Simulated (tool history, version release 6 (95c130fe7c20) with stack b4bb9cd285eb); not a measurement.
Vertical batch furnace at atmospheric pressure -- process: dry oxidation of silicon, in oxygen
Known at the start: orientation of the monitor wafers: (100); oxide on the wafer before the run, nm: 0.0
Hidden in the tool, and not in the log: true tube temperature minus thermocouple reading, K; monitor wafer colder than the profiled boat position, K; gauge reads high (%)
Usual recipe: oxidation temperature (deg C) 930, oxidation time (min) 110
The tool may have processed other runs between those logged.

| run | day | oxidation temperature (deg C) | oxidation time (min) | wafers since the last listed run | hours since the last temperature calibration | hours since the boat lift was adjusted | hours since the gauge calibration | read-back reference wafer on the same gauge, thickness | oxide thickness on the monitor wafer (angstrom) |
|---|---|---|---|---|---|---|---|---|---|
| 1 | 0 | 930 | 150 | 0 | 2192.6 | 3704.3 | 333.8 | 34.62 | 554.4 |
| 2 | 0.525 | 930 | 110 | 122 | 2205.2 | 3716.9 | 346.4 | 34.61 | 445.3 |
| 3 | 1.45 | 930 | 110 | 216 | 2227.4 | 3739.1 | 368.6 | 34.55 | 444.8 |
| 4 | 2.146 | 912 | 110 | 162 | 2244.1 | 3755.8 | 385.3 | 34.6 | 371.1 |
| 5 | 3.45 | 930 | 110 | 304 | 2275.4 | 3787.1 | 416.6 | 34.58 | 444.4 |
| 6 | 4.125 | 930 | 110 | 157 | 2291.6 | 3803.3 | 432.8 | 34.56 | 447.5 |
| 7 | 4.771 | 930 | 110 | 150 | 2307.1 | 3818.8 | 448.3 | 34.61 | 447.9 |
| 8 | 5.55 | 930 | 110 | 182 | 2325.8 | 3837.5 | 467 | 34.57 | 444 |
| 9 | 6.3 | 930 | 148.5 | 175 | 2343.8 | 3855.5 | 485 | 34.55 | 552.3 |
| 10 | 7.688 | 930 | 148.5 | 324 | 2377.1 | 3888.8 | 518.3 | 34.55 | 554.7 |
| 11 | 8.592 | 930 | 148.5 | 211 | 2398.8 | 3910.5 | 540 | 34.6 | 554.9 |
| 12 | 9.925 | 930 | 110 | 311 | 2430.8 | 3942.5 | 572 | 34.57 | 448.2 |
| 13 | 10.979 | 930 | 110 | 246 | 2456.1 | 3967.8 | 597.3 | 34.59 | 447.9 |
| 14 | 11.838 | 930 | 110 | 200 | 2476.7 | 3988.4 | 617.9 | 34.6 | 448.9 |
|  | 15.788 | gauge calibrated |
|  | 15.983 | thermocouples replaced and temperature profile calibrated |
| 15 | 16.1 | 942 | 110 | 762 | 2.8 | 4090.7 | 7.5 | 34.59 | 482.5 |
| 16 | 16.612 | 944 | 110 | 119 | 15.1 | 4103 | 19.8 | 34.55 | 493.1 |
| 17 | 17.65 | 918 | 110 | 242 | 40 | 4127.9 | 44.7 | 34.56 | 378.1 |
| 18 | 18.446 | 950 | 110 | 185 | 59.1 | 4147 | 63.8 | 34.6 | 525.7 |
| 19 | 19.379 | 938 | 87 | 218 | 81.5 | 4169.4 | 86.2 | 34.56 | 393.2 |
| 20 | 20.433 | 938 | 90 | 246 | 106.8 | 4194.7 | 111.5 | 34.61 | 401.5 |
| 21 | 21.596 | 930 | 133 | 271 | 134.7 | 4222.6 | 139.4 | 34.62 | 490 |
|  | 22.762 | boat lift adjusted |
| 22 | 22.783 | 911 | 128.5 | 43 | 163.2 | 0.5 | 167.9 | 34.59 | 389.2 |
| 23 | 23.617 | 930 | 110 | 194 | 183.2 | 20.5 | 187.9 | 34.55 | 425.8 |
| 24 | 24.738 | 930 | 110 | 261 | 210.1 | 47.4 | 214.8 | 34.58 | 423.9 |
| 25 | 25.45 | 923 | 145 | 166 | 227.2 | 64.5 | 231.9 | 34.6 | 482.4 |
| 26 | 26.067 | 930 | 69 | 144 | 242 | 79.3 | 246.7 | 34.58 | 309.4 |
| 27 | 27.192 | 930 | 69 | 262 | 269 | 106.3 | 273.7 | 34.66 | 308.7 |
| 28 | 28.042 | 914 | 110 | 198 | 289.4 | 126.7 | 294.1 | 34.56 | 361.3 |
| 29 | 28.808 | 942 | 68.5 | 179 | 307.8 | 145.1 | 312.5 | 34.58 | 346.9 |
| 30 | 29.4 | 930 | 110 | 138 | 322 | 159.3 | 326.7 | 34.66 | 426.6 |
| 31 | 30.658 | 911 | 85.5 | 293 | 352.2 | 189.5 | 356.9 | 34.63 | 294.8 |

Pick out some run-to-run changes in oxide thickness on the monitor wafer (angstrom). Of each, how much would a tool without hidden state show as well, from the settings, what came in and chance, and how much is left for the hidden state and any gauge scatter not in both results compared?
Run 8 -> 9: oxidation time (min) 110 -> 148.5. oxide thickness on the monitor wafer (angstrom) +108.3: hidden state +6.3, all else +102.
Run 11 -> 12: oxidation time (min) 148.5 -> 110. oxide thickness on the monitor wafer (angstrom) -106.7: hidden state -5.6, all else -101.1.
Run 14 -> 15: oxidation temperature (deg C) 930 -> 942, gauge calibrated, thermocouples replaced and temperature profile calibrated. oxide thickness on the monitor wafer (angstrom) +33.6: hidden state -23.6, all else +57.2.
Run 17 -> 18: oxidation temperature (deg C) 918 -> 950. oxide thickness on the monitor wafer (angstrom) +147.6: hidden state +0.3, all else +147.3.
Run 18 -> 19: oxidation temperature (deg C) 950 -> 938, oxidation time (min) 110 -> 87. oxide thickness on the monitor wafer (angstrom) -132.5: hidden state -0.3, all else -132.2.
Run 25 -> 26: oxidation temperature (deg C) 923 -> 930, oxidation time (min) 145 -> 69. oxide thickness on the monitor wafer (angstrom) -173: hidden state -0.4, all else -172.6.

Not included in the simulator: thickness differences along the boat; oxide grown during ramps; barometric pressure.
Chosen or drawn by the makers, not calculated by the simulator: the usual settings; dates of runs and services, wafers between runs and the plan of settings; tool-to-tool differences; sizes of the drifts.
